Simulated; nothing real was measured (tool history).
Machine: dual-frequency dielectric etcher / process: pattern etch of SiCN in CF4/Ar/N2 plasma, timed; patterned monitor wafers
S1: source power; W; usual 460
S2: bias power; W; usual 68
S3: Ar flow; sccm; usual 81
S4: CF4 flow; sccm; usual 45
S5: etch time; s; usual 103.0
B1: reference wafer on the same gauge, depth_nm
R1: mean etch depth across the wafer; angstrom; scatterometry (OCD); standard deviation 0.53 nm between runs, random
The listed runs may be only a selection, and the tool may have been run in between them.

{"run": 1, "hour": 0.0, "S1": 460, "S2": 68, "S3": 81, "S4": 45, "S5": 103.0, "B1": 84.4, "R1": 812}
{"run": 2, "hour": 39.5, "S1": 460, "S2": 80, "S3": 81, "S4": 45, "S5": 103.0, "B1": 84.2, "R1": 869}
{"hour": 49.9, "done": "bias power generator calibrated"}
{"run": 3, "hour": 50.7, "S1": 460, "S2": 80, "S3": 81, "S4": 45, "S5": 103.0, "B1": 84.3, "R1": 874}
{"run": 4, "hour": 64.1, "S1": 460, "S2": 80, "S3": 81, "S4": 45, "S5": 103.0, "B1": 84.5, "R1": 859}
{"run": 5, "hour": 75.3, "S1": 460, "S2": 68, "S3": 81, "S4": 45, "S5": 103.0, "B1": 84.4, "R1": 800}
{"run": 6, "hour": 82.8, "S1": 460, "S2": 73, "S3": 81, "S4": 45, "S5": 85.0, "B1": 84.3, "R1": 678}
{"hour": 93.1, "done": "source power generator calibrated"}
{"hour": 114.4, "done": "upper electrode replaced"}
{"run": 7, "hour": 114.9, "S1": 460, "S2": 68, "S3": 81, "S4": 45, "S5": 103.0, "B1": 84.4, "R1": 792}
{"run": 8, "hour": 115.3, "S1": 460, "S2": 62, "S3": 90, "S4": 45, "S5": 116.0, "B1": 84.4, "R1": 836}
{"run": 9, "hour": 118.1, "S1": 530, "S2": 54, "S3": 92, "S4": 50, "S5": 103.0, "B1": 84.5, "R1": 762}
{"run": 10, "hour": 125.6, "S1": 380, "S2": 68, "S3": 95, "S4": 45, "S5": 93.5, "B1": 84.4, "R1": 641}
{"hour": 136.9, "done": "Ar flow controller replaced"}
{"run": 11, "hour": 137.3, "S1": 370, "S2": 79, "S3": 81, "S4": 49, "S5": 127.5, "B1": 84.3, "R1": 959}
{"run": 12, "hour": 152.7, "S1": 350, "S2": 82, "S3": 81, "S4": 45, "S5": 103.0, "B1": 84.2, "R1": 749}
{"run": 13, "hour": 164.5, "S1": 460, "S2": 68, "S3": 81, "S4": 54, "S5": 103.0, "B1": 84.4, "R1": 819}
{"hour": 170.0, "done": "gauge calibrated"}
{"hour": 180.4, "done": "CF4 flow controller replaced"}
{"run": 14, "hour": 180.9, "S1": 380, "S2": 68, "S3": 96, "S4": 42, "S5": 103.0, "B1": 84.6, "R1": 685}
{"run": 15, "hour": 195.9, "S1": 350, "S2": 68, "S3": 81, "S4": 45, "S5": 87.5, "B1": 84.3, "R1": 589}
{"run": 16, "hour": 206.1, "S1": 460, "S2": 54, "S3": 81, "S4": 49, "S5": 116.5, "B1": 84.4, "R1": 812}
{"run": 17, "hour": 213.9, "S1": 460, "S2": 62, "S3": 91, "S4": 45, "S5": 103.0, "B1": 84.2, "R1": 732}
{"run": 18, "hour": 226.8, "S1": 460, "S2": 81, "S3": 81, "S4": 45, "S5": 121.0, "B1": 84.6, "R1": 994}
{"run": 19, "hour": 240.8, "S1": 460, "S2": 77, "S3": 81, "S4": 45, "S5": 103.0, "B1": 84.5, "R1": 822}
{"run": 20, "hour": 248.3, "S1": 460, "S2": 68, "S3": 81, "S4": 34, "S5": 103.0, "B1": 84.4, "R1": 732}
{"run": 21, "hour": 266.2, "S1": 460, "S2": 68, "S3": 81, "S4": 45, "S5": 103.0, "B1": 84.4, "R1": 780}
{"run": 22, "hour": 282.7, "S1": 460, "S2": 75, "S3": 81, "S4": 45, "S5": 103.0, "B1": 84.5, "R1": 811}

Predict each of these 3 candidate next runs independently; none follows another, all start after run 22:
{"run": "A", "hour": 283.1, "S1": 460, "S2": 84, "S3": 81, "S4": 45, "S5": 103.0, "B1": "?", "R1": "?"}
{"run": "B", "hour": 283.1, "S1": 460, "S2": 68, "S3": 100, "S4": 45, "S5": 103.0, "B1": "?", "R1": "?"}
{"run": "C", "hour": 283.1, "S1": 360, "S2": 68, "S3": 81, "S4": 45, "S5": 130.5, "B1": "?", "R1": "?"}

run=A B1=84.3 R1=848
run=B B1=84.3 R1=736
run=C B1=84.3 R1=874
Stripped of hidden state, with their random variation kept, the same runs would have yielded:
run=A R1=887
run=B R1=770
run=C R1=913

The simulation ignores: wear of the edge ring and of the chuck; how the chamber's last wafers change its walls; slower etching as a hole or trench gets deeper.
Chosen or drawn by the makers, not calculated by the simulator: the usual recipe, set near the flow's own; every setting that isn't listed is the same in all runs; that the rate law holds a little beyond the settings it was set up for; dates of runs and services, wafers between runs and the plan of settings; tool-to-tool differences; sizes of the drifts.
